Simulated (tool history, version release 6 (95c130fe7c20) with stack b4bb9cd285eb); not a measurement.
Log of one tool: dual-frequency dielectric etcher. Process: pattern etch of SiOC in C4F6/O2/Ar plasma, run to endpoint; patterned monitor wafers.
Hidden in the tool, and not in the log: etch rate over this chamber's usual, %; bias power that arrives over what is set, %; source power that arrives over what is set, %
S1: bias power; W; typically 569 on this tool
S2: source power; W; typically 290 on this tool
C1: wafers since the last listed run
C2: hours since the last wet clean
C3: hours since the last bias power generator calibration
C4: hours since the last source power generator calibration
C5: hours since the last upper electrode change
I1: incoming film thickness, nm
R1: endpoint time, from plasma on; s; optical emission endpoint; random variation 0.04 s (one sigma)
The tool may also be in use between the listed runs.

{"run": 1, "hour": 0.0, "S1": 638, "S2": 290, "C1": 0, "C2": 177.5, "C3": 1213.9, "C4": 448.8, "C5": 2302.2, "I1": 37.28, "R1": 12.6}
{"run": 2, "hour": 61.5, "S1": 638, "S2": 290, "C1": 1320, "C2": 239, "C3": 1275.4, "C4": 510.3, "C5": 2363.7, "I1": 37.51, "R1": 12.8}
{"run": 3, "hour": 227.2, "S1": 638, "S2": 290, "C1": 3558, "C2": 404.7, "C3": 1441.1, "C4": 676, "C5": 2529.4, "I1": 37.18, "R1": 12.5}
{"run": 4, "hour": 314.2, "S1": 569, "S2": 260, "C1": 1868, "C2": 491.7, "C3": 1528.1, "C4": 763, "C5": 2616.4, "I1": 37.46, "R1": 13.9}
{"run": 5, "hour": 418.0, "S1": 569, "S2": 260, "C1": 2228, "C2": 595.5, "C3": 1631.9, "C4": 866.8, "C5": 2720.2, "I1": 37.12, "R1": 13.9}
{"run": 6, "hour": 507.4, "S1": 491, "S2": 290, "C1": 1919, "C2": 684.9, "C3": 1721.3, "C4": 956.2, "C5": 2809.6, "I1": 37.61, "R1": 14.3}
{"run": 7, "hour": 558.2, "S1": 491, "S2": 290, "C1": 1090, "C2": 735.7, "C3": 1772.1, "C4": 1007, "C5": 2860.4, "I1": 37.43, "R1": 14.2}
{"run": 8, "hour": 600.7, "S1": 491, "S2": 290, "C1": 912, "C2": 778.2, "C3": 1814.6, "C4": 1049.5, "C5": 2902.9, "I1": 37.37, "R1": 14.2}
{"hour": 629.8, "done": "bias power generator calibrated"}
{"run": 9, "hour": 696.8, "S1": 569, "S2": 240, "C1": 1977, "C2": 874.3, "C3": 67, "C4": 1145.6, "C5": 2999, "I1": 37.35, "R1": 14.3}
{"hour": 763.6, "done": "wet clean of the chamber"}
{"run": 10, "hour": 764.1, "S1": 569, "S2": 240, "C1": 929, "C2": 0.5, "C3": 134.3, "C4": 1212.9, "C5": 3066.3, "I1": 37.12, "R1": 14.6}
{"run": 11, "hour": 828.7, "S1": 464, "S2": 290, "C1": 1387, "C2": 65.1, "C3": 198.9, "C4": 1277.5, "C5": 3130.9, "I1": 37.46, "R1": 14.8}
{"run": 12, "hour": 929.8, "S1": 464, "S2": 290, "C1": 2170, "C2": 166.2, "C3": 300, "C4": 1378.6, "C5": 3232, "I1": 37.47, "R1": 14.6}
{"run": 13, "hour": 1002.6, "S1": 569, "S2": 290, "C1": 1563, "C2": 239, "C3": 372.8, "C4": 1451.4, "C5": 3304.8, "I1": 37.17, "R1": 13.3}
{"run": 14, "hour": 1084.7, "S1": 569, "S2": 290, "C1": 1762, "C2": 321.1, "C3": 454.9, "C4": 1533.5, "C5": 3386.9, "I1": 37.18, "R1": 13.2}
{"run": 15, "hour": 1162.2, "S1": 569, "S2": 290, "C1": 1664, "C2": 398.6, "C3": 532.4, "C4": 1611, "C5": 3464.4, "I1": 37.58, "R1": 13.3}
{"hour": 1404.8, "done": "source power generator calibrated"}
{"hour": 1406.6, "done": "upper electrode replaced"}
{"hour": 1488.5, "done": "wet clean of the chamber"}
{"run": 16, "hour": 1489.0, "S1": 569, "S2": 290, "C1": 6376, "C2": 0.5, "C3": 859.2, "C4": 84.2, "C5": 82.4, "I1": 37.53, "R1": 13.6}
{"run": 17, "hour": 1545.1, "S1": 569, "S2": 240, "C1": 1204, "C2": 56.6, "C3": 915.3, "C4": 140.3, "C5": 138.5, "I1": 37.47, "R1": 14.9}
{"run": 18, "hour": 1626.2, "S1": 666, "S2": 290, "C1": 1741, "C2": 137.7, "C3": 996.4, "C4": 221.4, "C5": 219.6, "I1": 37.48, "R1": 12.5}
{"run": 19, "hour": 1691.2, "S1": 569, "S2": 290, "C1": 1395, "C2": 202.7, "C3": 1061.4, "C4": 286.4, "C5": 284.6, "I1": 37.38, "R1": 13.4}
{"run": 20, "hour": 1789.2, "S1": 459, "S2": 360, "C1": 2104, "C2": 300.7, "C3": 1159.4, "C4": 384.4, "C5": 382.6, "I1": 36.9, "R1": 13.2}
{"run": 21, "hour": 1875.1, "S1": 666, "S2": 330, "C1": 1844, "C2": 386.6, "C3": 1245.3, "C4": 470.3, "C5": 468.5, "I1": 36.94, "R1": 11.6}
{"run": 22, "hour": 1977.0, "S1": 569, "S2": 330, "C1": 2188, "C2": 488.5, "C3": 1347.2, "C4": 572.2, "C5": 570.4, "I1": 37.34, "R1": 12.5}
{"run": 23, "hour": 2064.0, "S1": 710, "S2": 320, "C1": 1868, "C2": 575.5, "C3": 1434.2, "C4": 659.2, "C5": 657.4, "I1": 37.41, "R1": 11.5}
{"run": 24, "hour": 2109.0, "S1": 520, "S2": 230, "C1": 966, "C2": 620.5, "C3": 1479.2, "C4": 704.2, "C5": 702.4, "I1": 37.19, "R1": 15.6}
{"run": 25, "hour": 2273.1, "S1": 569, "S2": 260, "C1": 3523, "C2": 784.6, "C3": 1643.3, "C4": 868.3, "C5": 866.5, "I1": 37.63, "R1": 14.1}
{"hour": 2350.9, "done": "wet clean of the chamber"}
{"run": 26, "hour": 2363.4, "S1": 569, "S2": 290, "C1": 1423, "C2": 12.5, "C3": 1733.6, "C4": 958.6, "C5": 956.8, "I1": 37.15, "R1": 13.4}
{"run": 27, "hour": 2401.1, "S1": 530, "S2": 330, "C1": 809, "C2": 50.2, "C3": 1771.3, "C4": 996.3, "C5": 994.5, "I1": 37.31, "R1": 13.1}
{"run": 28, "hour": 2467.3, "S1": 569, "S2": 270, "C1": 1421, "C2": 116.4, "C3": 1837.5, "C4": 1062.5, "C5": 1060.7, "I1": 37.29, "R1": 13.9}
{"run": 29, "hour": 2568.2, "S1": 569, "S2": 350, "C1": 2166, "C2": 217.3, "C3": 1938.4, "C4": 1163.4, "C5": 1161.6, "I1": 37.36, "R1": 12.3}
{"run": 30, "hour": 2661.6, "S1": 569, "S2": 310, "C1": 2005, "C2": 310.7, "C3": 2031.8, "C4": 1256.8, "C5": 1255, "I1": 37.5, "R1": 13.1}
{"hour": 2722.3, "done": "bias power generator calibrated"}
{"run": 31, "hour": 2724.9, "S1": 701, "S2": 250, "C1": 1273, "C2": 374, "C3": 2.6, "C4": 1320.1, "C5": 1318.3, "I1": 37.07, "R1": 12.6}
{"run": 32, "hour": 3029.2, "S1": 666, "S2": 320, "C1": 6534, "C2": 678.3, "C3": 306.9, "C4": 1624.4, "C5": 1622.6, "I1": 37.83, "R1": 11.7}
{"run": 33, "hour": 3107.3, "S1": 455, "S2": 230, "C1": 1677, "C2": 756.4, "C3": 385, "C4": 1702.5, "C5": 1700.7, "I1": 37.59, "R1": 16.4}
{"hour": 3155.9, "done": "wet clean of the chamber"}
{"run": 34, "hour": 3202.0, "S1": 569, "S2": 290, "C1": 1518, "C2": 46.1, "C3": 479.7, "C4": 1797.2, "C5": 1795.4, "I1": 37.19, "R1": 13.4}
{"run": 35, "hour": 3268.7, "S1": 626, "S2": 340, "C1": 1432, "C2": 112.8, "C3": 546.4, "C4": 1863.9, "C5": 1862.1, "I1": 37.37, "R1": 11.9}

Forecast each of these 4 alternatives for the next run:
{"run": "A", "hour": 3269.1, "S1": 569, "S2": 290, "C1": 8, "C2": 113.2, "C3": 546.8, "C4": 1864.3, "C5": 1862.5, "I1": 37.61, "R1": "?"}
{"run": "B", "hour": 3269.1, "S1": 432, "S2": 290, "C1": 8, "C2": 113.2, "C3": 546.8, "C4": 1864.3, "C5": 1862.5, "I1": 37.61, "R1": "?"}
{"run": "C", "hour": 3269.1, "S1": 501, "S2": 360, "C1": 8, "C2": 113.2, "C3": 546.8, "C4": 1864.3, "C5": 1862.5, "I1": 37.61, "R1": "?"}
{"run": "D", "hour": 3269.1, "S1": 430, "S2": 290, "C1": 8, "C2": 113.2, "C3": 546.8, "C4": 1864.3, "C5": 1862.5, "I1": 37.61, "R1": "?"}

run=A R1=13.5
run=B R1=15.4
run=C R1=12.9
run=D R1=15.4
Without the tool's unlogged condition, the same runs would have read:
run=A R1=13.4
run=B R1=15.3
run=C R1=12.8
run=D R1=15.3
